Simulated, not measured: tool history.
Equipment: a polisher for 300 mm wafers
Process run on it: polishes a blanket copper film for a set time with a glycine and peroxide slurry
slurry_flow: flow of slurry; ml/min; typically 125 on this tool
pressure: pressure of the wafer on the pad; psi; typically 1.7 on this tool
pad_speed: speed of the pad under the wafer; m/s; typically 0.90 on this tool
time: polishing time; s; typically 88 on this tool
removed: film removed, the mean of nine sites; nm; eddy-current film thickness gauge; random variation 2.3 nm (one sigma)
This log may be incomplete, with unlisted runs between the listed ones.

run	day	slurry_flow	pressure	pad_speed	time	wafers since the last listed run	wafers polished on this pad	hours since the slurry nozzle was cleaned	hours since the head pressure was calibrated	incoming thickness of the incoming film, nm	removed
1	0.000	125	1.7	0.90	88	0	191	150.5	345.1	1761.1	317.5
2	0.696	125	1.7	0.90	88	162	353	167.2	361.8	1799.9	314.3
3	1.308	125	1.7	0.90	88	143	496	181.9	376.5	1794.2	318.8
4	2.717	125	1.7	0.90	88	329	826	215.7	410.3	1740.3	316.8
5	4.096	125	1.7	1.02	88	322	1148	248.8	443.4	1763.8	336.6
# day 5.188: worn pad replaced by a new one
6	5.208	125	1.7	0.70	88	221	5	275.5	470.1	1767.6	285.2
7	6.100	125	1.7	0.90	69	208	213	296.9	491.5	1737.9	248.1
8	7.067	145	1.7	0.76	88	226	439	320.1	514.7	1767.4	299.3
9	8.392	145	1.7	0.76	88	309	749	351.9	546.5	1779.6	302.7
10	12.133	125	1.7	0.90	88	875	1624	441.7	636.3	1741.3	313.6
# day 12.546: worn pad replaced by a new one
11	13.567	125	1.7	0.90	88	296	239	476.1	670.7	1776.7	311.0
12	14.175	125	1.7	0.90	88	142	381	490.7	685.3	1746.6	313.9
13	15.446	125	1.7	0.82	88	297	678	521.2	715.8	1769.0	302.9
14	16.100	125	1.7	0.82	88	152	831	536.9	731.5	1795.8	301.3
15	17.275	125	1.7	0.90	88	274	1106	565.1	759.7	1792.2	310.7
16	18.271	125	1.7	0.90	88	232	1339	589.0	783.6	1773.4	311.5
# day 18.679: head pressure recalibrated
17	19.521	125	1.7	1.16	118	272	1612	619.0	20.2	1795.9	468.9
# day 20.146: worn pad replaced by a new one
18	20.762	125	1.7	0.90	88	251	144	648.8	50.0	1789.4	307.1
19	21.825	140	1.7	0.90	68	248	392	674.3	75.5	1774.3	244.9
20	22.654	125	1.5	1.08	111	193	586	694.2	95.4	1754.6	391.1
21	23.938	125	1.7	1.20	116	300	886	725.0	126.2	1737.7	463.7
# day 25.004: slurry nozzle cleaned
# day 27.062: worn pad replaced by a new one
22	27.083	160	1.2	0.90	106	687	5	49.9	201.7	1783.1	317.5
23	28.342	125	1.7	0.68	69	294	299	80.1	231.9	1768.4	222.4
24	29.646	165	1.7	0.80	102	305	604	111.4	263.2	1772.1	366.3
25	30.229	125	1.7	0.90	88	136	740	125.4	277.2	1775.6	317.8
26	31.679	125	2.1	0.66	88	339	1079	160.2	312.0	1758.8	331.1
27	32.554	110	1.7	0.90	88	204	1284	181.2	333.0	1787.9	309.7
28	33.304	125	1.7	0.90	88	175	1460	199.2	351.0	1777.0	317.4
# day 33.900: worn pad replaced by a new one
29	34.654	125	1.7	0.90	88	276	176	231.6	383.4	1745.3	318.0

4 ways to go on from here, each from the tool as it stands after run 29. What would each give?
A	34.671	85	1.7	0.90	88	3	180	232.0	383.8	1796.1	?
B	34.671	125	1.7	0.64	88	3	180	232.0	383.8	1796.1	?
C	34.671	125	1.7	1.18	88	3	180	232.0	383.8	1796.1	?
D	34.671	155	1.7	0.90	88	3	180	232.0	383.8	1796.1	?

run	removed
A	294.0
B	274.7
C	358.8
D	326.5
Had the tool no hidden state, the same runs would have come out as:
run	removed
A	308.0
B	285.1
C	372.4
D	337.2
